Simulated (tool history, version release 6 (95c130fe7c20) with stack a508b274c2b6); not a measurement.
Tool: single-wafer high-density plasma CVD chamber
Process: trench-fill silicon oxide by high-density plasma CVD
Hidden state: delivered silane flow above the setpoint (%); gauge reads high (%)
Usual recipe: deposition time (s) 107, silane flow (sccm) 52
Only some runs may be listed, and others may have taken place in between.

run	day	deposition time (s)	silane flow (sccm)	wafers since the last listed run	hours since the silane flow controller was replaced	hours since the gauge calibration	read-back reference wafer on the same gauge, thickness_nm	mean film thickness on the monitor wafer (nm)
1	0.000	107	52	0	1405.0	1508.0	590.147	585.773
# day 1.125: silane flow controller replaced
2	1.404	107	52	342	6.7	1541.7	590.062	597.475
3	3.100	107	52	541	47.4	1582.4	591.070	589.988
4	5.767	107	52	851	111.4	1646.4	589.626	592.616
5	7.212	107	52	461	146.1	1681.1	590.177	594.275
6	9.317	107	52	672	196.6	1731.6	589.207	591.629
7	10.525	107	52	385	225.6	1760.6	589.612	593.111
8	13.050	95	52	806	286.2	1821.2	589.642	522.909
9	14.121	107	47	342	311.9	1846.9	590.220	534.107
10	16.750	107	47	839	375.0	1910.0	589.676	532.423
11	18.988	107	47	714	428.7	1963.7	590.272	535.119
12	24.512	107	59	1764	561.3	2096.3	589.544	663.951
13	26.629	107	59	676	612.1	2147.1	589.868	665.781
14	28.996	107	52	755	668.9	2203.9	590.371	583.539
15	30.279	107	52	409	699.7	2234.7	590.072	586.185
16	31.517	100	52	395	729.4	2264.4	590.728	550.207
17	32.571	100	52	336	754.7	2289.7	589.883	548.993
18	34.092	100	52	485	791.2	2326.2	589.050	546.077
19	35.721	107	52	520	830.3	2365.3	589.860	584.222
20	38.621	94	52	926	899.9	2434.9	590.458	511.477
21	39.650	94	52	328	924.6	2459.6	588.799	514.806
22	40.896	94	52	397	954.5	2489.5	589.571	519.429
23	42.479	101	62	505	992.5	2527.5	589.837	655.820
# day 44.950: gauge calibrated
24	45.004	93	59	806	1053.1	1.3	589.741	572.443
25	47.579	122	43	822	1114.9	63.1	589.995	552.423
26	50.558	114	55	951	1186.4	134.6	589.166	652.921
27	52.471	102	52	610	1232.3	180.5	588.704	555.051
28	54.221	90	61	558	1274.3	222.5	590.142	571.184
29	55.975	122	49	560	1316.4	264.6	589.643	625.205
30	58.354	107	44	759	1373.5	321.7	589.210	486.452
31	59.600	119	56	397	1403.4	351.6	589.023	695.135
32	61.833	107	46	713	1457.0	405.2	589.168	515.999
33	63.517	107	60	537	1497.4	445.6	590.400	675.456
34	69.054	88	61	1768	1630.3	578.5	589.947	557.517
35	70.662	116	52	513	1668.9	617.1	590.554	627.133
# day 71.938: silane flow controller replaced
36	72.254	102	52	401	7.6	655.3	589.785	568.067
37	74.879	118	45	838	70.6	718.3	590.058	572.306
38	77.438	119	52	817	132.0	779.7	589.661	659.637
39	79.525	107	52	666	182.1	829.8	590.462	591.862
40	81.796	127	45	725	236.6	884.3	590.690	611.012
41	83.462	114	52	532	276.6	924.3	589.751	636.070
42	84.958	122	49	477	312.5	960.2	588.934	633.916
43	87.592	100	49	841	375.7	1023.4	590.318	522.808
44	89.538	107	52	621	422.4	1070.1	589.916	592.819
45	92.246	107	52	864	487.4	1135.1	590.156	598.475
46	93.662	127	48	452	521.4	1169.1	589.852	652.891
47	96.362	94	62	862	586.2	1233.9	591.148	617.150

Give the tool's hidden conditions for every run:
gauge reads high (%): 0 on each run
H1: delivered silane flow above the setpoint (%)
run	H1
1	-2.76
2	-0.242
3	-0.311
4	-0.42
5	-0.479
6	-0.564
7	-0.614
8	-0.716
9	-0.76
10	-0.867
11	-0.958
12	-1.18
13	-1.27
14	-1.37
15	-1.42
16	-1.47
17	-1.51
18	-1.57
19	-1.64
20	-1.76
21	-1.8
22	-1.85
23	-1.91
24	-2.02
25	-2.12
26	-2.24
27	-2.32
28	-2.39
29	-2.46
30	-2.56
31	-2.61
32	-2.7
33	-2.77
34	-3
35	-3.06
36	0.161
37	0.0539
38	-0.0503
39	-0.135
40	-0.228
41	-0.296
42	-0.356
43	-0.464
44	-0.543
45	-0.653
46	-0.711
47	-0.821
